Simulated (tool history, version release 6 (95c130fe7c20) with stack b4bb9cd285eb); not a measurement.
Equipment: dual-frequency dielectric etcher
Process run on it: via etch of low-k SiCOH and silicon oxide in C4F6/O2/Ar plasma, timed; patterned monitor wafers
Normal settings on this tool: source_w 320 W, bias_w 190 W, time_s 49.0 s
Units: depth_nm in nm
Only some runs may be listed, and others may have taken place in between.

| run | hour | source_w | bias_w | time_s | wafers since the last listed run | hours since the last wet clean | hours since the last source power generator calibration | hours since the last bias power generator calibration | hours since the last upper electrode change | hours since the gauge calibration | read-back reference wafer on the same gauge, depth_nm | depth_nm |
|---|---|---|---|---|---|---|---|---|---|---|---|---|
| 1 | 0.0 | 320 | 190 | 49.0 | 0 | 73.8 | 2868.9 | 1778.4 | 4055.7 | 665.8 | 118.1 | 109.1 |
| 2 | 28.4 | 320 | 190 | 49.0 | 482 | 102.2 | 2897.3 | 1806.8 | 4084.1 | 694.2 | 117.9 | 108.8 |
| 3 | 47.4 | 320 | 190 | 49.0 | 322 | 121.2 | 2916.3 | 1825.8 | 4103.1 | 713.2 | 118.2 | 108.6 |
| 4 | 145.5 | 320 | 190 | 49.0 | 1665 | 219.3 | 3014.4 | 1923.9 | 4201.2 | 811.3 | 118.0 | 107.9 |
| 5 | 162.9 | 320 | 190 | 49.0 | 295 | 236.7 | 3031.8 | 1941.3 | 4218.6 | 828.7 | 118.2 | 107.8 |
| 6 | 193.0 | 320 | 190 | 49.0 | 511 | 266.8 | 3061.9 | 1971.4 | 4248.7 | 858.8 | 118.1 | 107.0 |
|  | 235.1 | upper electrode replaced |
| 7 | 235.6 | 320 | 190 | 49.0 | 315 | 309.4 | 3104.5 | 2014.0 | 0.5 | 901.4 | 118.0 | 107.9 |
|  | 272.2 | bias power generator calibrated |
| 8 | 272.7 | 320 | 190 | 49.0 | 562 | 346.5 | 3141.6 | 0.5 | 37.6 | 938.5 | 118.0 | 106.8 |
| 9 | 300.6 | 320 | 190 | 49.0 | 473 | 374.4 | 3169.5 | 28.4 | 65.5 | 966.4 | 117.9 | 107.6 |
| 10 | 316.3 | 320 | 190 | 49.0 | 266 | 390.1 | 3185.2 | 44.1 | 81.2 | 982.1 | 117.8 | 106.9 |
| 11 | 345.9 | 320 | 178 | 49.0 | 502 | 419.7 | 3214.8 | 73.7 | 110.8 | 1011.7 | 118.1 | 104.1 |
|  | 370.1 | wet clean of the chamber |
| 12 | 372.6 | 320 | 190 | 49.0 | 45 | 2.5 | 3241.5 | 100.4 | 137.5 | 1038.4 | 117.9 | 109.7 |
| 13 | 404.7 | 340 | 158 | 61.0 | 545 | 34.6 | 3273.6 | 132.5 | 169.6 | 1070.5 | 118.1 | 131.4 |
| 14 | 488.4 | 320 | 208 | 41.0 | 1421 | 118.3 | 3357.3 | 216.2 | 253.3 | 1154.2 | 117.9 | 94.7 |
|  | 488.8 | gauge calibrated |
| 15 | 521.7 | 370 | 213 | 40.0 | 565 | 151.6 | 3390.6 | 249.5 | 286.6 | 32.9 | 118.2 | 101.2 |
| 16 | 535.9 | 370 | 162 | 55.5 | 241 | 165.8 | 3404.8 | 263.7 | 300.8 | 47.1 | 118.1 | 126.4 |
| 17 | 560.8 | 320 | 190 | 49.0 | 422 | 190.7 | 3429.7 | 288.6 | 325.7 | 72.0 | 118.2 | 108.4 |
|  | 568.8 | source power generator calibrated |
| 18 | 586.5 | 390 | 161 | 39.5 | 368 | 216.4 | 17.7 | 314.3 | 351.4 | 97.7 | 118.1 | 92.1 |
| 19 | 617.6 | 370 | 148 | 36.0 | 528 | 247.5 | 48.8 | 345.4 | 382.5 | 128.8 | 118.0 | 78.6 |
| 20 | 634.9 | 320 | 190 | 49.0 | 293 | 264.8 | 66.1 | 362.7 | 399.8 | 146.1 | 117.9 | 107.4 |
| 21 | 670.9 | 320 | 190 | 49.0 | 611 | 300.8 | 102.1 | 398.7 | 435.8 | 182.1 | 118.1 | 108.1 |
| 22 | 689.5 | 290 | 216 | 49.0 | 315 | 319.4 | 120.7 | 417.3 | 454.4 | 200.7 | 118.0 | 106.9 |
| 23 | 701.9 | 320 | 190 | 49.0 | 210 | 331.8 | 133.1 | 429.7 | 466.8 | 213.1 | 117.8 | 108.2 |
| 24 | 726.9 | 320 | 190 | 49.0 | 424 | 356.8 | 158.1 | 454.7 | 491.8 | 238.1 | 117.9 | 107.8 |
| 25 | 750.4 | 270 | 190 | 39.5 | 399 | 380.3 | 181.6 | 478.2 | 515.3 | 261.6 | 118.0 | 77.6 |
|  | 790.6 | wet clean of the chamber |
| 26 | 791.1 | 370 | 204 | 62.5 | 283 | 0.5 | 222.3 | 518.9 | 556.0 | 302.3 | 118.2 | 156.2 |
| 27 | 791.4 | 300 | 164 | 61.0 | 5 | 0.8 | 222.6 | 519.2 | 556.3 | 302.6 | 118.0 | 123.0 |
| 28 | 813.5 | 390 | 160 | 58.0 | 375 | 22.9 | 244.7 | 541.3 | 578.4 | 324.7 | 118.0 | 135.5 |
| 29 | 876.4 | 320 | 190 | 58.0 | 1068 | 85.8 | 307.6 | 604.2 | 641.3 | 387.6 | 118.0 | 129.2 |
| 30 | 901.1 | 260 | 190 | 38.0 | 419 | 110.5 | 332.3 | 628.9 | 666.0 | 412.3 | 118.0 | 73.8 |

What the log doesn't show, run by run:
source power that arrives over what is set, %: 0, the same for each run
bias power that arrives over what is set, %: 0, the same for each run
gauge reads high (%): 0, the same for each run
H1: etch rate over this chamber's usual, %
| run | H1 |
|---|---|
| 1 | -0.587 |
| 2 | -0.738 |
| 3 | -0.838 |
| 4 | -1.36 |
| 5 | -1.45 |
| 6 | -1.61 |
| 7 | -1.84 |
| 8 | -2.03 |
| 9 | -2.18 |
| 10 | -2.26 |
| 11 | -2.42 |
| 12 | 0.23 |
| 13 | 0.0602 |
| 14 | -0.384 |
| 15 | -0.56 |
| 16 | -0.635 |
| 17 | -0.767 |
| 18 | -0.904 |
| 19 | -1.07 |
| 20 | -1.16 |
| 21 | -1.35 |
| 22 | -1.45 |
| 23 | -1.52 |
| 24 | -1.65 |
| 25 | -1.77 |
| 26 | -0.0794 |
| 27 | -0.081 |
| 28 | -0.198 |
| 29 | -0.532 |
| 30 | -0.663 |
